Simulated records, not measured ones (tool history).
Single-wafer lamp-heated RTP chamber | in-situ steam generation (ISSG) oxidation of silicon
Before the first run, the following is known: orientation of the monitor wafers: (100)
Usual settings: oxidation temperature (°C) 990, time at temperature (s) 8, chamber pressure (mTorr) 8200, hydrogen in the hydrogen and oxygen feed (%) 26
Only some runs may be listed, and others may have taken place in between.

| run | hour | oxidation temperature (°C) | time at temperature (s) | chamber pressure (mTorr) | hydrogen in the hydrogen and oxygen feed (%) | read-back reference wafer on the same gauge, thickness | oxide thickness on the monitor wafer (nm) |
|---|---|---|---|---|---|---|---|
| 1 | 0.0 | 990 | 8 | 8200 | 26 | 3.220 | 3.813 |
| 2 | 44.6 | 990 | 8 | 8200 | 26 | 3.220 | 3.813 |
| 3 | 69.3 | 990 | 9 | 8200 | 26 | 3.223 | 3.984 |
| 4 | 100.1 | 990 | 9 | 8200 | 26 | 3.217 | 3.992 |
| 5 | 133.1 | 990 | 8 | 8200 | 26 | 3.220 | 3.820 |
| 6 | 311.6 | 990 | 8 | 8200 | 26 | 3.218 | 3.823 |
|  | 355.4 | pyrometer window cleaned and pyrometer calibrated |
| 7 | 359.6 | 990 | 8 | 8200 | 26 | 3.220 | 3.797 |
| 8 | 419.3 | 990 | 8 | 8200 | 26 | 3.221 | 3.814 |
| 9 | 483.3 | 990 | 8 | 8200 | 26 | 3.221 | 3.819 |
| 10 | 553.1 | 990 | 8 | 8200 | 21 | 3.220 | 3.606 |
| 11 | 582.9 | 990 | 8 | 8200 | 21 | 3.220 | 3.609 |
| 12 | 617.5 | 996 | 8 | 8200 | 26 | 3.219 | 3.894 |
| 13 | 687.5 | 990 | 8 | 8200 | 26 | 3.218 | 3.825 |
|  | 744.1 | hydrogen flow controller replaced |
| 14 | 757.8 | 990 | 11 | 8200 | 19 | 3.222 | 3.965 |
|  | 823.1 | pressure gauge zeroed |
| 15 | 827.6 | 990 | 8 | 8200 | 26 | 3.220 | 3.780 |
| 16 | 857.3 | 990 | 8 | 8200 | 26 | 3.220 | 3.792 |
|  | 896.6 | pyrometer window cleaned and pyrometer calibrated |
|  | 905.4 | gauge calibrated |
| 17 | 917.7 | 990 | 8 | 8200 | 26 | 3.219 | 3.768 |
| 18 | 979.9 | 1008 | 5 | 7600 | 21 | 3.220 | 3.102 |
| 19 | 1046.6 | 979 | 5 | 8200 | 26 | 3.220 | 3.087 |
| 20 | 1249.8 | 973 | 8 | 8200 | 26 | 3.220 | 3.621 |
| 21 | 1292.9 | 990 | 7 | 7300 | 32 | 3.220 | 3.860 |
| 22 | 1325.2 | 990 | 8 | 8200 | 32 | 3.221 | 4.024 |
| 23 | 1368.3 | 990 | 8 | 8800 | 26 | 3.221 | 3.779 |
| 24 | 1400.6 | 990 | 6 | 8200 | 29 | 3.221 | 3.511 |

Estimate the outcome of run 25 from the log above:
| 25 | 1469.1 | 990 | 7 | 8200 | 26 | ? | ? |

{"run 25": {"read-back reference wafer on the same gauge, thickness": 3.22, "oxide thickness on the monitor wafer (nm)": 3.613}}
With the hidden condition absent and the run-to-run variation left alone, this run would have shown oxide thickness on the monitor wafer (nm) 3.593.
